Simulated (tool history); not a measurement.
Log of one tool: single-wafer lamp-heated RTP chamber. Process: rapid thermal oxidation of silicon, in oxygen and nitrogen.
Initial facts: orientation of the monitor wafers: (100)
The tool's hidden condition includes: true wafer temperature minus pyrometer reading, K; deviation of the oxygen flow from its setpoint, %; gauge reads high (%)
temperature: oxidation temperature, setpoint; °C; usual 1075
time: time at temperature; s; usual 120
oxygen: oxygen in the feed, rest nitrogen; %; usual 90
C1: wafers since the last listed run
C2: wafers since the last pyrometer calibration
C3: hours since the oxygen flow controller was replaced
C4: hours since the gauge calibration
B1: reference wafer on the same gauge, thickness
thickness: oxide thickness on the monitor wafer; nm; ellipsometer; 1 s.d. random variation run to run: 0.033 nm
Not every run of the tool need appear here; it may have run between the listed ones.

Run 1, day 0.000: usual settings but oxygen 98 %; C1 0; C2 1061; C3 3918.3; C4 712.0; B1 10.802. Result: thickness 13.247 nm.
Run 2, day 1.062: usual settings but oxygen 98 %; C1 409; C2 1470; C3 3943.8; C4 737.5; B1 10.801. Result: thickness 13.275 nm.
Run 3, day 2.558: usual settings but oxygen 96 %; C1 576; C2 2047; C3 3979.7; C4 773.4; B1 10.798. Result: thickness 13.230 nm.
Run 4, day 3.871: usual settings but time 141 s, oxygen 68 %; C1 505; C2 2553; C3 4011.2; C4 804.9; B1 10.804. Result: thickness 12.625 nm.
Run 5, day 4.733: usual settings but time 141 s, oxygen 68 %; C1 332; C2 2885; C3 4031.9; C4 825.6; B1 10.806. Result: thickness 12.595 nm.
Run 6, day 5.688: usual settings but time 141 s, oxygen 68 %; C1 367; C2 3253; C3 4054.8; C4 848.5; B1 10.809. Result: thickness 12.538 nm.
Run 7, day 6.833: usual settings; C1 441; C2 3695; C3 4082.3; C4 876.0; B1 10.804. Result: thickness 12.947 nm.
Run 8, day 8.117: usual settings; C1 494; C2 4189; C3 4113.1; C4 906.8; B1 10.803. Result: thickness 13.001 nm.
Run 9, day 9.238: usual settings; C1 431; C2 4621; C3 4140.0; C4 933.7; B1 10.793. Result: thickness 12.968 nm.
Run 10, day 10.292: usual settings but time 158 s, oxygen 98 %; C1 406; C2 5027; C3 4165.3; C4 959.0; B1 10.798. Result: thickness 15.242 nm.
Run 11, day 10.812: usual settings; C1 200; C2 5228; C3 4177.8; C4 971.5; B1 10.799. Result: thickness 12.986 nm.
Run 12, day 11.996: usual settings; C1 456; C2 5684; C3 4206.2; C4 999.9; B1 10.798. Result: thickness 12.988 nm.
Run 13, day 13.479: usual settings; C1 571; C2 6256; C3 4241.8; C4 1035.5; B1 10.793. Result: thickness 12.987 nm.
At day 14.229: gauge calibrated.
At day 14.783: pyrometer window cleaned and pyrometer calibrated.
Run 14, day 15.762: usual settings; C1 751; C2 378; C3 4296.6; C4 36.8; B1 10.806. Result: thickness 12.763 nm.
Run 15, day 16.654: usual settings; C1 343; C2 721; C3 4318.0; C4 58.2; B1 10.800. Result: thickness 12.740 nm.
Run 16, day 17.658: usual settings; C1 387; C2 1108; C3 4342.1; C4 82.3; B1 10.804. Result: thickness 12.753 nm.
Run 17, day 18.588: usual settings; C1 358; C2 1466; C3 4364.4; C4 104.6; B1 10.797. Result: thickness 12.796 nm.

Predict the results of run 18:
Run 18, day 19.950: usual settings but time 147 s; C1 525; C2 1992; C3 4397.1; C4 137.3; B1 ?. Result: thickness ?.

Run 18 yielded B1 10.806, thickness 14.193 nm.
Had the tool carried no hidden state, the very same run would have given thickness 13.961 nm.
